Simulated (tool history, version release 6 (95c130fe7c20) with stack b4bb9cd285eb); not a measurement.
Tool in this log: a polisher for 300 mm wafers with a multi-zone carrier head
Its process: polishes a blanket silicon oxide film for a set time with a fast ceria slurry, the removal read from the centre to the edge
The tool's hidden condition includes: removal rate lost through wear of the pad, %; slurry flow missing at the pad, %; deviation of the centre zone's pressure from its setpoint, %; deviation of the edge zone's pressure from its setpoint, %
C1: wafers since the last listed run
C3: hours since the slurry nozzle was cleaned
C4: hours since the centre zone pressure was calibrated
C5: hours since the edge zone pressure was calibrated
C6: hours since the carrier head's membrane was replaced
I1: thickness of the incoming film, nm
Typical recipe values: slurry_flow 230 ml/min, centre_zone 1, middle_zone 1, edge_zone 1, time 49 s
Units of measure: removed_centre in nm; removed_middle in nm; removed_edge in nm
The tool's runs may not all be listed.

Run 1, hour 0: usual settings; C1 0; wafers polished on this pad 1080; C3 253.2; C4 1064; C5 650.6; C6 571.1; I1 3919.3. Result: removed_centre 768.7 nm, removed_middle 749.6 nm, removed_edge 755.4 nm.
Run 2, hour 11.5: usual settings; C1 115; wafers polished on this pad 1196; C3 264.7; C4 1075.5; C5 662.1; C6 582.6; I1 3940.9. Result: removed_centre 750.2 nm, removed_middle 764.1 nm, removed_edge 744 nm.
Run 3, hour 23.8: usual settings; C1 123; wafers polished on this pad 1319; C3 277; C4 1087.8; C5 674.4; C6 594.9; I1 3987.2. Result: removed_centre 745.9 nm, removed_middle 773.4 nm, removed_edge 752.6 nm.
At hour 30.7: worn pad replaced by a new one.
Run 4, hour 56.1: usual settings; C1 284; wafers polished on this pad 255; C3 309.3; C4 1120.1; C5 706.7; C6 627.2; I1 3941.1. Result: removed_centre 740 nm, removed_middle 759.3 nm, removed_edge 743.3 nm.
Run 5, hour 68.2: usual settings; C1 121; wafers polished on this pad 377; C3 321.4; C4 1132.2; C5 718.8; C6 639.3; I1 3994.7. Result: removed_centre 742.9 nm, removed_middle 752.9 nm, removed_edge 752.7 nm.
Run 6, hour 81.8: usual settings; C1 136; wafers polished on this pad 514; C3 335; C4 1145.8; C5 732.4; C6 652.9; I1 3983.7. Result: removed_centre 761.9 nm, removed_middle 761.6 nm, removed_edge 747 nm.
Run 7, hour 95.3: usual settings; C1 135; wafers polished on this pad 649; C3 348.5; C4 1159.3; C5 745.9; C6 666.4; I1 4020.6. Result: removed_centre 740.2 nm, removed_middle 747 nm, removed_edge 751.9 nm.
Run 8, hour 112.9: usual settings but middle_zone 1.09, time 55 s; C1 176; wafers polished on this pad 826; C3 366.1; C4 1176.9; C5 763.5; C6 684; I1 3976.7. Result: removed_centre 829.2 nm, removed_middle 898.2 nm, removed_edge 822 nm.
Run 9, hour 124.2: usual settings but middle_zone 1.09, time 55 s; C1 113; wafers polished on this pad 940; C3 377.4; C4 1188.2; C5 774.8; C6 695.3; I1 4012.8. Result: removed_centre 835.4 nm, removed_middle 891.9 nm, removed_edge 833.8 nm.
At hour 129.2: carrier head's membrane replaced by a new one.
Run 10, hour 130.3: usual settings but middle_zone 1.03, time 58 s; C1 11; wafers polished on this pad 951; C3 383.5; C4 1194.3; C5 780.9; C6 1.1; I1 4002.7. Result: removed_centre 878.4 nm, removed_middle 901.2 nm, removed_edge 870 nm.
Run 11, hour 136.4: usual settings but centre_zone 0.97, time 37 s; C1 61; wafers polished on this pad 1012; C3 389.6; C4 1200.4; C5 787; C6 7.2; I1 3926.1. Result: removed_centre 541.2 nm, removed_middle 560.3 nm, removed_edge 560.8 nm.
Run 12, hour 150.1: usual settings but centre_zone 1.08, middle_zone 1.06, edge_zone 0.91, time 33 s; C1 137; wafers polished on this pad 1150; C3 403.3; C4 1214.1; C5 800.7; C6 20.9; I1 3963.5. Result: removed_centre 535.3 nm, removed_middle 514.8 nm, removed_edge 477.7 nm.
Run 13, hour 163: usual settings but slurry_flow 295 ml/min, edge_zone 1.05, time 57 s; C1 129; wafers polished on this pad 1280; C3 416.2; C4 1227; C5 813.6; C6 33.8; I1 4031.3. Result: removed_centre 879.3 nm, removed_middle 893.6 nm, removed_edge 905.4 nm.
Run 14, hour 174.4: usual settings; C1 114; wafers polished on this pad 1394; C3 427.6; C4 1238.4; C5 825; C6 45.2; I1 3998.2. Result: removed_centre 727.4 nm, removed_middle 745.6 nm, removed_edge 733.2 nm.
At hour 177.1: slurry nozzle cleaned.
At hour 184.7: edge zone pressure recalibrated.
At hour 185.4: worn pad replaced by a new one.
Run 15, hour 187.2: usual settings but slurry_flow 280 ml/min, centre_zone 1.12, middle_zone 1.05, time 66 s; C1 92; wafers polished on this pad 18; C3 10.1; C4 1251.2; C5 2.5; C6 58; I1 3951.2. Result: removed_centre 1063 nm, removed_middle 1003.5 nm, removed_edge 964.2 nm.
Run 16, hour 200.2: usual settings but slurry_flow 190 ml/min, time 59 s; C1 130; wafers polished on this pad 149; C3 23.1; C4 1264.2; C5 15.5; C6 71; I1 3978.1. Result: removed_centre 782.9 nm, removed_middle 792.9 nm, removed_edge 825.6 nm.
At hour 227: slurry nozzle cleaned, repeated, since the last time left the tool worse.
Run 17, hour 239.9: usual settings but centre_zone 0.97, time 37 s; C1 389; wafers polished on this pad 538; C3 12.9; C4 1303.9; C5 55.2; C6 110.7; I1 3931.1. Result: removed_centre 558 nm, removed_middle 579.3 nm, removed_edge 569.6 nm.
At hour 247.7: centre zone pressure recalibrated.
Run 18, hour 249.6: usual settings but time 43 s; C1 77; wafers polished on this pad 615; C3 22.6; C4 1.9; C5 64.9; C6 120.4; I1 3940.3. Result: removed_centre 674.4 nm, removed_middle 675.6 nm, removed_edge 666.4 nm.
Run 19, hour 278.5: usual settings; C1 290; wafers polished on this pad 906; C3 51.5; C4 30.8; C5 93.8; C6 149.3; I1 3994.9. Result: removed_centre 762 nm, removed_middle 774.5 nm, removed_edge 764.1 nm.
Run 20, hour 292.6: usual settings; C1 141; wafers polished on this pad 1048; C3 65.6; C4 44.9; C5 107.9; C6 163.4; I1 4046.5. Result: removed_centre 753 nm, removed_middle 760.4 nm, removed_edge 762.5 nm.
At hour 309.1: worn pad replaced by a new one.
Run 21, hour 309.6: usual settings; C1 130; wafers polished on this pad 4; C3 82.6; C4 61.9; C5 124.9; C6 180.4; I1 3994.2. Result: removed_centre 769.2 nm, removed_middle 771 nm, removed_edge 760 nm.
Run 22, hour 337.8: usual settings but time 56 s; C1 283; wafers polished on this pad 288; C3 110.8; C4 90.1; C5 153.1; C6 208.6; I1 3952.4. Result: removed_centre 874.3 nm, removed_middle 881 nm, removed_edge 875.5 nm.
Run 23, hour 348.2: usual settings but middle_zone 1.05, time 42 s; C1 104; wafers polished on this pad 392; C3 121.2; C4 100.5; C5 163.5; C6 219; I1 3981.3. Result: removed_centre 660.4 nm, removed_middle 687.2 nm, removed_edge 650.9 nm.

Forecast each of these 3 alternatives for the next run:
Run A, hour 348.6: usual settings; C1 4; wafers polished on this pad 396; C3 121.6; C4 100.9; C5 163.9; C6 219.4; I1 3928.6. Result: removed_centre ?, removed_middle ?, removed_edge ?.
Run B, hour 348.6: usual settings but slurry_flow 305 ml/min, centre_zone 0.94, edge_zone 1.09; C1 4; wafers polished on this pad 396; C3 121.6; C4 100.9; C5 163.9; C6 219.4; I1 3928.6. Result: removed_centre ?, removed_middle ?, removed_edge ?.
Run C, hour 348.6: usual settings but centre_zone 0.94; C1 4; wafers polished on this pad 396; C3 121.6; C4 100.9; C5 163.9; C6 219.4; I1 3928.6. Result: removed_centre ?, removed_middle ?, removed_edge ?.

run  removed_centre  removed_middle  removed_edge
  A           763.9           768.2         767.1
  B           742.6           791.8         814.6
  C           718.1           768.5         767.1
Without the tool's hidden state the same runs would have given:
run  removed_centre  removed_middle  removed_edge
  A             768           771.9         769.8
  B           745.6           794.7         816.8
  C           721.9           772.1         769.8
